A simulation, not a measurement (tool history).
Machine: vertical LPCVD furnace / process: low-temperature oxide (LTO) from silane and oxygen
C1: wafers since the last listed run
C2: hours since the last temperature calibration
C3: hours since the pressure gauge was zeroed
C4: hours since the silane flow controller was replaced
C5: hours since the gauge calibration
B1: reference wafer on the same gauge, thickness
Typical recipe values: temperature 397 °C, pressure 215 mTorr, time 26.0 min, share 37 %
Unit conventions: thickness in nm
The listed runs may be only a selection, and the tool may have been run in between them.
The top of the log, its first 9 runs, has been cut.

run 10 hour=540.3 | temperature=397 pressure=215 time=23.5 share=37 | C1=1015 C2=88.7 C3=2741.6 C4=99.2 C5=2011.1 | B1=177.89 | thickness=186.37
run 11 hour=601.5 | temperature=402 pressure=230 time=31.5 share=37 | C1=1105 C2=149.9 C3=2802.8 C4=160.4 C5=2072.3 | B1=177.86 | thickness=283.71
run 12 hour=645.2 | temperature=389 pressure=215 time=23.0 share=37 | C1=789 C2=193.6 C3=2846.5 C4=204.1 C5=2116.0 | B1=177.92 | thickness=165.81
run 13 hour=694.3 | temperature=397 pressure=215 time=26.0 share=37 | C1=887 C2=242.7 C3=2895.6 C4=253.2 C5=2165.1 | B1=177.85 | thickness=206.23
run 14 hour=719.8 | temperature=397 pressure=215 time=26.0 share=37 | C1=460 C2=268.2 C3=2921.1 C4=278.7 C5=2190.6 | B1=178.08 | thickness=204.67
-- hour=755.1 gauge calibrated
run 15 hour=775.3 | temperature=390 pressure=190 time=32.0 share=33 | C1=1002 C2=323.7 C3=2976.6 C4=334.2 C5=20.2 | B1=177.84 | thickness=177.45
run 16 hour=815.8 | temperature=397 pressure=215 time=26.0 share=37 | C1=731 C2=364.2 C3=3017.1 C4=374.7 C5=60.7 | B1=178.05 | thickness=206.45
run 17 hour=873.3 | temperature=397 pressure=170 time=33.0 share=34 | C1=1038 C2=421.7 C3=3074.6 C4=432.2 C5=118.2 | B1=178.31 | thickness=185.04
run 18 hour=908.1 | temperature=397 pressure=165 time=36.5 share=43 | C1=628 C2=456.5 C3=3109.4 C4=467.0 C5=153.0 | B1=178.00 | thickness=264.35
-- hour=1038.7 pressure gauge zeroed
run 19 hour=1039.2 | temperature=397 pressure=215 time=26.0 share=30 | C1=1935 C2=587.6 C3=0.5 C4=598.1 C5=284.1 | B1=178.20 | thickness=154.32
run 20 hour=1049.9 | temperature=397 pressure=215 time=26.0 share=37 | C1=193 C2=598.3 C3=11.2 C4=608.8 C5=294.8 | B1=177.63 | thickness=205.02
run 21 hour=1103.2 | temperature=406 pressure=235 time=26.0 share=35 | C1=963 C2=651.6 C3=64.5 C4=662.1 C5=348.1 | B1=177.74 | thickness=232.58
run 22 hour=1140.2 | temperature=409 pressure=180 time=22.0 share=40 | C1=668 C2=688.6 C3=101.5 C4=699.1 C5=385.1 | B1=177.91 | thickness=183.30
run 23 hour=1165.6 | temperature=397 pressure=215 time=16.5 share=37 | C1=458 C2=714.0 C3=126.9 C4=724.5 C5=410.5 | B1=178.13 | thickness=131.51
run 24 hour=1219.4 | temperature=407 pressure=215 time=26.0 share=37 | C1=972 C2=767.8 C3=180.7 C4=778.3 C5=464.3 | B1=177.77 | thickness=232.97
run 25 hour=1247.4 | temperature=397 pressure=215 time=20.0 share=37 | C1=505 C2=795.8 C3=208.7 C4=806.3 C5=492.3 | B1=177.90 | thickness=159.20
run 26 hour=1302.5 | temperature=397 pressure=255 time=26.0 share=37 | C1=995 C2=850.9 C3=263.8 C4=861.4 C5=547.4 | B1=177.83 | thickness=245.01
run 27 hour=1346.5 | temperature=397 pressure=215 time=26.0 share=37 | C1=795 C2=894.9 C3=307.8 C4=905.4 C5=591.4 | B1=177.99 | thickness=208.40
run 28 hour=1411.5 | temperature=397 pressure=265 time=34.0 share=37 | C1=1174 C2=959.9 C3=372.8 C4=970.4 C5=656.4 | B1=177.80 | thickness=333.63
run 29 hour=1451.8 | temperature=397 pressure=235 time=20.0 share=37 | C1=728 C2=1000.2 C3=413.1 C4=1010.7 C5=696.7 | B1=177.94 | thickness=175.38
run 30 hour=1515.1 | temperature=397 pressure=240 time=26.0 share=34 | C1=1143 C2=1063.5 C3=476.4 C4=1074.0 C5=760.0 | B1=177.92 | thickness=207.20
run 31 hour=1591.1 | temperature=406 pressure=170 time=26.0 share=44 | C1=1373 C2=1139.5 C3=552.4 C4=1150.0 C5=836.0 | B1=178.06 | thickness=221.07

Here are 4 independent what-if runs from the current tool condition. What would each one return?
run A hour=1594.4 | temperature=397 pressure=215 time=26.0 share=37 | C1=59 C2=1142.8 C3=555.7 C4=1153.3 C5=839.3 | B1=? | thickness=?
run B hour=1594.4 | temperature=392 pressure=215 time=26.0 share=43 | C1=59 C2=1142.8 C3=555.7 C4=1153.3 C5=839.3 | B1=? | thickness=?
run C hour=1594.4 | temperature=397 pressure=180 time=26.0 share=37 | C1=59 C2=1142.8 C3=555.7 C4=1153.3 C5=839.3 | B1=? | thickness=?
run D hour=1594.4 | temperature=392 pressure=235 time=26.0 share=32 | C1=59 C2=1142.8 C3=555.7 C4=1153.3 C5=839.3 | B1=? | thickness=?

run=A B1=177.88 thickness=209.87
run=B B1=177.88 thickness=237.84
run=C B1=177.88 thickness=175.70
run=D B1=177.88 thickness=177.56
Take away the tool's hidden state, keep each run's random variation, and the runs would have read:
run=A thickness=206.23
run=B thickness=233.81
run=C thickness=172.65
run=D thickness=174.30
